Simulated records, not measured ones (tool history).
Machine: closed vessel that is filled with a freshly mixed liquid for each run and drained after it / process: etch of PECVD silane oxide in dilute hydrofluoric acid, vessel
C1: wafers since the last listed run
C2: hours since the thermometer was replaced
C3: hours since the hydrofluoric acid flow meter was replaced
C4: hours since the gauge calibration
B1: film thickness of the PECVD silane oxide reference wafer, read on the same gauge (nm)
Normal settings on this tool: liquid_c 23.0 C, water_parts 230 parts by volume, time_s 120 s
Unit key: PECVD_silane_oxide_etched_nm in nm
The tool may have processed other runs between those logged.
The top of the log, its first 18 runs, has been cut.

Run 19, hour 197.8: usual settings; C1 1058; C2 156.9; C3 103.0; C4 96.2; B1 130.02. Result: PECVD_silane_oxide_etched_nm 21.06 nm.
Run 20, hour 233.9: usual settings but water_parts 325 parts by volume, time_s 150 s; C1 4197; C2 193.0; C3 139.1; C4 132.3; B1 129.99. Result: PECVD_silane_oxide_etched_nm 17.28 nm.
Run 21, hour 242.4: usual settings but liquid_c 26.5 C, water_parts 125 parts by volume; C1 988; C2 201.5; C3 147.6; C4 140.8; B1 130.00. Result: PECVD_silane_oxide_etched_nm 49.50 nm.
Run 22, hour 251.0: usual settings but liquid_c 21.0 C, water_parts 175 parts by volume, time_s 50 s; C1 999; C2 210.1; C3 156.2; C4 149.4; B1 129.99. Result: PECVD_silane_oxide_etched_nm 11.23 nm.
Run 23, hour 262.5: usual settings but liquid_c 28.0 C, time_s 50 s; C1 1337; C2 221.6; C3 167.7; C4 160.9; B1 130.00. Result: PECVD_silane_oxide_etched_nm 10.55 nm.
Run 24, hour 272.6: usual settings but water_parts 175 parts by volume; C1 1174; C2 231.7; C3 177.8; C4 171.0; B1 130.00. Result: PECVD_silane_oxide_etched_nm 29.28 nm.
Run 25, hour 280.1: usual settings but water_parts 260 parts by volume; C1 871; C2 239.2; C3 185.3; C4 178.5; B1 130.04. Result: PECVD_silane_oxide_etched_nm 17.72 nm.
Run 26, hour 291.8: usual settings but time_s 80 s; C1 1360; C2 250.9; C3 197.0; C4 190.2; B1 130.06. Result: PECVD_silane_oxide_etched_nm 13.91 nm.
Run 27, hour 304.3: usual settings but water_parts 305 parts by volume; C1 1453; C2 263.4; C3 209.5; C4 202.7; B1 129.99. Result: PECVD_silane_oxide_etched_nm 14.59 nm.
Run 28, hour 314.3: usual settings; C1 1162; C2 273.4; C3 219.5; C4 212.7; B1 130.02. Result: PECVD_silane_oxide_etched_nm 20.70 nm.
Run 29, hour 323.8: usual settings but liquid_c 25.5 C, water_parts 180 parts by volume; C1 1104; C2 282.9; C3 229.0; C4 222.2; B1 129.98. Result: PECVD_silane_oxide_etched_nm 30.67 nm.
Run 30, hour 332.8: usual settings but time_s 90 s; C1 1046; C2 291.9; C3 238.0; C4 231.2; B1 130.03. Result: PECVD_silane_oxide_etched_nm 15.50 nm.
Run 31, hour 339.4: usual settings but liquid_c 28.0 C, water_parts 125 parts by volume, time_s 160 s; C1 767; C2 298.5; C3 244.6; C4 237.8; B1 130.06. Result: PECVD_silane_oxide_etched_nm 69.55 nm.
Run 32, hour 350.7: usual settings but liquid_c 19.0 C, water_parts 300 parts by volume, time_s 185 s; C1 1313; C2 309.8; C3 255.9; C4 249.1; B1 129.97. Result: PECVD_silane_oxide_etched_nm 19.96 nm.
Run 33, hour 361.7: usual settings but water_parts 170 parts by volume, time_s 140 s; C1 1278; C2 320.8; C3 266.9; C4 260.1; B1 129.99. Result: PECVD_silane_oxide_etched_nm 35.30 nm.

What if the next run were any one of these 4? Each begins from the tool's condition after run 33:
Run A, hour 362.4: usual settings; C1 81; C2 321.5; C3 267.6; C4 260.8; B1 ?. Result: PECVD_silane_oxide_etched_nm ?.
Run B, hour 362.4: usual settings but water_parts 185 parts by volume; C1 81; C2 321.5; C3 267.6; C4 260.8; B1 ?. Result: PECVD_silane_oxide_etched_nm ?.
Run C, hour 362.4: usual settings but liquid_c 21.0 C, water_parts 150 parts by volume, time_s 185 s; C1 81; C2 321.5; C3 267.6; C4 260.8; B1 ?. Result: PECVD_silane_oxide_etched_nm ?.
Run D, hour 362.4: usual settings but liquid_c 27.0 C, time_s 180 s; C1 81; C2 321.5; C3 267.6; C4 260.8; B1 ?. Result: PECVD_silane_oxide_etched_nm ?.

run      B1  PECVD_silane_oxide_etched_nm
  A  130.02                         20.80
  B  130.02                         27.13
  C  130.02                         49.63
  D  130.02                         35.99
Without the tool's unlogged condition, the same runs would have read:
run  PECVD_silane_oxide_etched_nm
  A                         21.54
  B                         28.07
  C                         51.28
  D                         37.29

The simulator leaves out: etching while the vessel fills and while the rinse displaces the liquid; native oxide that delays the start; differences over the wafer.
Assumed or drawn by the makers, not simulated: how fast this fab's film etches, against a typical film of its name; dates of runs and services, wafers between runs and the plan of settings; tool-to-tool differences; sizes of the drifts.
